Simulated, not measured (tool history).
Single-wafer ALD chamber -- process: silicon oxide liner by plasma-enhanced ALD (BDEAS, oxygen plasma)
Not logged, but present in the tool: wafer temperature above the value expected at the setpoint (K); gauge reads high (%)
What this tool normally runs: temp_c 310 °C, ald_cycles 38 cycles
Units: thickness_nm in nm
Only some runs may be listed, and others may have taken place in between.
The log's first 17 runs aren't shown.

run    hour  temp_c  ald_cycles  wafers since the last listed run  hours since the last thermocouple change  hours since the gauge calibration  read-back reference wafer on the same gauge, thickness_nm  thickness_nm
 18  1766.4     316          38                               430                                    2007.7                             2647.8                                                      3.483         3.680
     1833.8  -- thermocouple changed; heater temperature recalibrated
 19  1857.7     304          38                               977                                      23.9                             2739.1                                                      3.486         3.771
 20  1948.4     304          38                              1064                                     114.6                             2829.8                                                      3.487         3.745
 21  2008.4     302          30                               703                                     174.6                             2889.8                                                      3.489         2.969
 22  2046.0     316          41                               441                                     212.2                             2927.4                                                      3.488         4.005
 23  2101.3     321          33                               648                                     267.5                             2982.7                                                      3.488         3.201
 24  2154.4     310          38                               622                                     320.6                             3035.8                                                      3.491         3.744
 25  2207.7     305          45                               625                                     373.9                             3089.1                                                      3.492         4.434
     2295.0  -- gauge calibrated
 26  2295.0     310          38                              1024                                     461.2                                0.0                                                      3.421         3.655
 27  2359.7     315          31                               759                                     525.9                               64.7                                                      3.427         2.953
 28  2452.5     302          38                              1088                                     618.7                              157.5                                                      3.427         3.704
 29  2490.7     310          38                               448                                     656.9                              195.7                                                      3.429         3.647
 30  2537.2     302          32                               545                                     703.4                              242.2                                                      3.430         3.122
 31  2589.1     310          36                               608                                     755.3                              294.1                                                      3.429         3.484
 32  2628.0     315          35                               456                                     794.2                              333.0                                                      3.433         3.344
 33  2666.6     303          40                               452                                     832.8                              371.6                                                      3.430         3.904
 34  2721.7     317          38                               646                                     887.9                              426.7                                                      3.436         3.654
 35  2764.7     323          44                               504                                     930.9                              469.7                                                      3.428         4.181
 36  2809.7     314          41                               527                                     975.9                              514.7                                                      3.434         3.955

Expected results for the next run?
 37  2911.7     310          38                              1196                                    1077.9                              616.7                                                          ?             ?

read-back reference wafer on the same gauge, thickness_nm: 3.438
thickness_nm: 3.689 nm
With no hidden state in the tool, this same run would have given thickness_nm 3.671 nm.
